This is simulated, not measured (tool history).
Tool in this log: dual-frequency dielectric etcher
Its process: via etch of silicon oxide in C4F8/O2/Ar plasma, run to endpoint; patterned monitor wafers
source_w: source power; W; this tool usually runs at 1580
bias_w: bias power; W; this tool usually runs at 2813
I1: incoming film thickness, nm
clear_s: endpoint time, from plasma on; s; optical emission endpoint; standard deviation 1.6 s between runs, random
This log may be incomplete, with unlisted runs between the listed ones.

{"run": 1, "hour": 0.0, "source_w": 1580, "bias_w": 2813, "I1": 1527.6, "clear_s": 302.0}
{"run": 2, "hour": 40.1, "source_w": 1580, "bias_w": 2813, "I1": 1531.1, "clear_s": 302.8}
{"run": 3, "hour": 84.2, "source_w": 1580, "bias_w": 2813, "I1": 1515.3, "clear_s": 302.2}
{"run": 4, "hour": 138.7, "source_w": 1580, "bias_w": 2813, "I1": 1535.1, "clear_s": 301.0}
{"run": 5, "hour": 188.0, "source_w": 1730, "bias_w": 2813, "I1": 1497.5, "clear_s": 287.9}
{"run": 6, "hour": 230.9, "source_w": 1580, "bias_w": 2813, "I1": 1512.3, "clear_s": 296.5}
{"run": 7, "hour": 255.6, "source_w": 1580, "bias_w": 2813, "I1": 1513.6, "clear_s": 297.5}
{"run": 8, "hour": 321.4, "source_w": 1580, "bias_w": 2813, "I1": 1515.7, "clear_s": 297.1}
{"run": 9, "hour": 378.2, "source_w": 1580, "bias_w": 2503, "I1": 1507.4, "clear_s": 308.8}
{"hour": 439.9, "done": "wet clean of the chamber"}
{"run": 10, "hour": 440.4, "source_w": 1580, "bias_w": 2503, "I1": 1523.8, "clear_s": 300.2}
{"hour": 474.9, "done": "bias power generator calibrated"}
{"run": 11, "hour": 486.8, "source_w": 1580, "bias_w": 2813, "I1": 1528.8, "clear_s": 286.8}
{"run": 12, "hour": 521.1, "source_w": 1580, "bias_w": 2813, "I1": 1514.6, "clear_s": 283.2}
{"hour": 585.0, "done": "wet clean of the chamber, repeated, since the last time left the tool worse"}
{"run": 13, "hour": 585.5, "source_w": 1350, "bias_w": 2221, "I1": 1519.7, "clear_s": 355.0}
{"hour": 630.5, "done": "source power generator calibrated"}
{"run": 14, "hour": 632.3, "source_w": 1580, "bias_w": 2813, "I1": 1515.2, "clear_s": 301.7}
{"run": 15, "hour": 666.3, "source_w": 1850, "bias_w": 2995, "I1": 1515.7, "clear_s": 283.3}
{"run": 16, "hour": 704.0, "source_w": 1910, "bias_w": 2537, "I1": 1521.5, "clear_s": 301.5}
{"run": 17, "hour": 771.5, "source_w": 1430, "bias_w": 2437, "I1": 1521.9, "clear_s": 330.7}
{"hour": 819.4, "done": "upper electrode replaced"}
{"run": 18, "hour": 819.9, "source_w": 1970, "bias_w": 3028, "I1": 1488.2, "clear_s": 267.7}
{"run": 19, "hour": 872.1, "source_w": 1330, "bias_w": 2813, "I1": 1505.6, "clear_s": 308.3}
{"run": 20, "hour": 926.2, "source_w": 1580, "bias_w": 2813, "I1": 1532.6, "clear_s": 302.2}
{"run": 21, "hour": 987.5, "source_w": 1350, "bias_w": 2221, "I1": 1521.3, "clear_s": 341.7}
{"run": 22, "hour": 1048.0, "source_w": 1580, "bias_w": 3149, "I1": 1518.3, "clear_s": 280.2}

Forecast each of these 5 alternatives for the next run:
{"run": "A", "hour": 1048.5, "source_w": 1230, "bias_w": 2813, "I1": 1522.3, "clear_s": "?"}
{"run": "B", "hour": 1048.5, "source_w": 1830, "bias_w": 3359, "I1": 1522.3, "clear_s": "?"}
{"run": "C", "hour": 1048.5, "source_w": 1580, "bias_w": 2355, "I1": 1522.3, "clear_s": "?"}
{"run": "D", "hour": 1048.5, "source_w": 1980, "bias_w": 2481, "I1": 1522.3, "clear_s": "?"}
{"run": "E", "hour": 1048.5, "source_w": 1720, "bias_w": 2813, "I1": 1522.3, "clear_s": "?"}

run=A clear_s=310.5
run=B clear_s=260.7
run=C clear_s=318.6
run=D clear_s=293.3
run=E clear_s=286.9
Had the tool no hidden state, the same runs would have come out as:
run=A clear_s=318.8
run=B clear_s=267.6
run=C clear_s=327.2
run=D clear_s=301.2
run=E clear_s=294.6
